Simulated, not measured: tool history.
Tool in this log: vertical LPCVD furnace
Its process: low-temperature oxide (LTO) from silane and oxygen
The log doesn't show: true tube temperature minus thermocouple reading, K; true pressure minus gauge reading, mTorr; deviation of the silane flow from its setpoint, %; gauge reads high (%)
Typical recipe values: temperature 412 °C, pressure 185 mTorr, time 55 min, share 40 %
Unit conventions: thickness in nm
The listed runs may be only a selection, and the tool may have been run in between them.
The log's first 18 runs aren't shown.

| run | day | temperature | pressure | time | share | wafers since the last listed run | hours since the last temperature calibration | hours since the pressure gauge was zeroed | hours since the silane flow controller was replaced | hours since the gauge calibration | read-back reference wafer on the same gauge, thickness | thickness |
|---|---|---|---|---|---|---|---|---|---|---|---|---|
| 19 | 12.179 | 403 | 155 | 40.5 | 43 | 139 | 1649.5 | 159.7 | 138.4 | 89.2 | 416.64 | 290.45 |
| 20 | 12.629 | 400 | 215 | 70 | 33 | 126 | 1660.3 | 170.5 | 149.2 | 100 | 417.62 | 486.37 |
| 21 | 13.812 | 412 | 185 | 55 | 40 | 332 | 1688.7 | 198.9 | 177.6 | 128.4 | 416.52 | 478.56 |
|  | 15.433 | thermocouples replaced and temperature profile calibrated |
| 22 | 15.454 | 412 | 165 | 55 | 34 | 180 | 0.5 | 238.3 | 217 | 167.8 | 417.24 | 336.07 |
| 23 | 15.646 | 404 | 220 | 69 | 46 | 53 | 5.1 | 242.9 | 221.6 | 172.4 | 416.81 | 734.28 |
| 24 | 15.833 | 412 | 185 | 55 | 43 | 52 | 9.6 | 247.4 | 226.1 | 176.9 | 417.4 | 496.85 |
| 25 | 17.483 | 407 | 185 | 55 | 35 | 463 | 49.2 | 287 | 265.7 | 216.5 | 416.49 | 370.8 |
| 26 | 18.242 | 407 | 140 | 55 | 35 | 212 | 67.4 | 305.2 | 283.9 | 234.7 | 417.28 | 280.56 |
| 27 | 18.567 | 416 | 185 | 61.5 | 40 | 91 | 75.2 | 313 | 291.7 | 242.5 | 416.94 | 539.27 |
| 28 | 18.992 | 412 | 200 | 55 | 40 | 119 | 85.4 | 323.2 | 301.9 | 252.7 | 417.4 | 499.19 |
| 29 | 19.775 | 412 | 140 | 66 | 36 | 219 | 104.2 | 342 | 320.7 | 271.5 | 416.57 | 368.33 |
| 30 | 20.433 | 412 | 185 | 55 | 32 | 184 | 120 | 357.8 | 336.5 | 287.3 | 417.08 | 349.12 |
| 31 | 20.838 | 412 | 185 | 55 | 40 | 113 | 129.7 | 367.5 | 346.2 | 297 | 416.48 | 464.38 |
| 32 | 22.238 | 408 | 185 | 55 | 40 | 392 | 163.3 | 401.1 | 379.8 | 330.6 | 417 | 440.05 |

Predict each of these 3 candidate next runs independently; none follows another, all start after run 32:
| A | 22.429 | 412 | 185 | 64 | 40 | 53 | 167.9 | 405.7 | 384.4 | 335.2 | ? | ? |
| B | 22.429 | 412 | 185 | 39.5 | 44 | 53 | 167.9 | 405.7 | 384.4 | 335.2 | ? | ? |
| C | 22.429 | 401 | 160 | 55 | 40 | 53 | 167.9 | 405.7 | 384.4 | 335.2 | ? | ? |

| run | read-back reference wafer on the same gauge, thickness | thickness |
|---|---|---|
| A | 416.57 | 537.18 |
| B | 416.57 | 367.58 |
| C | 416.57 | 354.82 |
With the hidden condition removed and each run's random variation left untouched, the same runs would have given:
| run | thickness |
|---|---|
| A | 534.07 |
| B | 365.52 |
| C | 352.67 |
